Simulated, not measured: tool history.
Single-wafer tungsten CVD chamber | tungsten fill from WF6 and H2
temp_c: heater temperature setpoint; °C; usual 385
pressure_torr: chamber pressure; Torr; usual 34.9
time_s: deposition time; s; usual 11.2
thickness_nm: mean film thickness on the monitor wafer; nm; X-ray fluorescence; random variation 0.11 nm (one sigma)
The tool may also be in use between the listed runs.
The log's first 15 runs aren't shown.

run	day	temp_c	pressure_torr	time_s	wafers since the last listed run	hours since the last thermocouple change	hours since the last manometer calibration	hours since the showerhead was replaced	hours since the gauge calibration	read-back reference wafer on the same gauge, thickness_nm	thickness_nm
16	28.150	378	28.4	11.2	1143	71.8	1184.8	5019.0	1377.5	24.091	20.050
# day 28.662: showerhead replaced
# day 29.633: capacitance manometer re-zeroed and calibrated
17	29.646	385	34.9	11.2	364	107.7	0.3	23.6	1413.4	24.068	27.302
18	32.354	385	37.4	11.2	1191	172.7	65.3	88.6	1478.4	24.120	28.584
19	33.438	385	34.9	11.2	476	198.7	91.3	114.6	1504.4	24.078	27.347
# day 33.525: gauge calibrated
20	34.604	378	34.9	10.2	513	226.7	119.3	142.6	25.9	24.110	21.109
21	36.492	385	34.9	9.3	830	272.0	164.6	187.9	71.2	24.129	22.734
22	38.983	385	42.6	11.2	1095	331.8	224.4	247.7	131.0	24.112	30.976
23	40.242	385	40.4	11.2	553	362.0	254.6	277.9	161.2	24.110	30.009
24	41.654	385	34.9	10.4	621	395.9	288.5	311.8	195.1	24.077	25.295
25	44.083	385	32.1	13.1	1068	454.2	346.8	370.1	253.4	24.099	30.127
26	45.912	374	26.5	12.1	804	498.1	390.7	414.0	297.3	24.091	18.439
27	54.196	385	34.9	11.2	3643	696.9	589.5	612.8	496.1	24.103	27.295
28	55.392	380	38.7	11.2	525	725.6	618.2	641.5	524.8	24.116	25.801
29	56.746	394	34.9	11.2	595	758.1	650.7	674.0	557.3	24.091	33.184
30	58.433	385	34.9	11.2	742	798.6	691.2	714.5	597.8	24.071	27.208
31	61.212	385	30.8	10.1	1222	865.3	757.9	781.2	664.5	24.099	22.234
32	64.167	380	41.7	9.6	1299	936.2	828.8	852.1	735.4	24.088	23.212
33	66.912	376	26.5	11.2	1207	1002.1	894.7	918.0	801.3	24.118	17.758

Forecast each of these 3 alternatives for the next run:
A	66.929	385	34.9	11.2	7	1002.5	895.1	918.4	801.7	?	?
B	66.929	385	28.4	11.2	7	1002.5	895.1	918.4	801.7	?	?
C	66.929	389	29.2	9.8	7	1002.5	895.1	918.4	801.7	?	?

run	read-back reference wafer on the same gauge, thickness_nm	thickness_nm
A	24.109	26.766
B	24.109	22.992
C	24.109	22.483
Without the tool's hidden state the same runs would have given:
run	thickness_nm
A	27.019
B	23.209
C	22.692
